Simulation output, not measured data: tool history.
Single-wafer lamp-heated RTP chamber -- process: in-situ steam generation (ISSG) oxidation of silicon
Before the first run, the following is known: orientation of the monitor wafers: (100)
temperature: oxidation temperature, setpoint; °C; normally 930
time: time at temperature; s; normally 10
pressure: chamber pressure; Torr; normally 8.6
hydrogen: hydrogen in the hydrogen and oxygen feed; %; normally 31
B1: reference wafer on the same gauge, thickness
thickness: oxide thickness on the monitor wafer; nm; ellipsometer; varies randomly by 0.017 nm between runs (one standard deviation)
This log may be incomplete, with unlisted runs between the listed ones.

run 1 day=0 | temperature=930 time=12 pressure=8.6 hydrogen=31 | B1=3.925 | thickness=4.432
run 2 day=0.688 | temperature=930 time=12 pressure=8.6 hydrogen=31 | B1=3.93 | thickness=4.447
run 3 day=1.008 | temperature=930 time=12 pressure=8.6 hydrogen=31 | B1=3.926 | thickness=4.443
run 4 day=1.329 | temperature=930 time=10 pressure=8.6 hydrogen=31 | B1=3.927 | thickness=4.219
run 5 day=1.771 | temperature=930 time=10 pressure=8.6 hydrogen=31 | B1=3.929 | thickness=4.186
run 6 day=2.158 | temperature=930 time=10 pressure=8.6 hydrogen=31 | B1=3.929 | thickness=4.194
run 7 day=2.779 | temperature=940 time=10 pressure=8.6 hydrogen=31 | B1=3.93 | thickness=4.258
run 8 day=3.029 | temperature=940 time=10 pressure=8.6 hydrogen=31 | B1=3.928 | thickness=4.287
run 9 day=3.654 | temperature=930 time=10 pressure=8.6 hydrogen=32 | B1=3.929 | thickness=4.214
run 10 day=3.971 | temperature=930 time=10 pressure=8.6 hydrogen=31 | B1=3.927 | thickness=4.222
-- day=4.45 hydrogen flow controller replaced
run 11 day=4.471 | temperature=946 time=13 pressure=7.4 hydrogen=26 | B1=3.929 | thickness=4.581
run 12 day=4.725 | temperature=936 time=10 pressure=9.5 hydrogen=31 | B1=3.93 | thickness=4.192

Run 13 is up next; what results do you expect?
run 13 day=6.346 | temperature=924 time=10 pressure=8.6 hydrogen=24 | B1=? | thickness=?

B1: 3.929
thickness: 3.878 nm
Without the tool's hidden state the same run would have given thickness 3.797 nm.
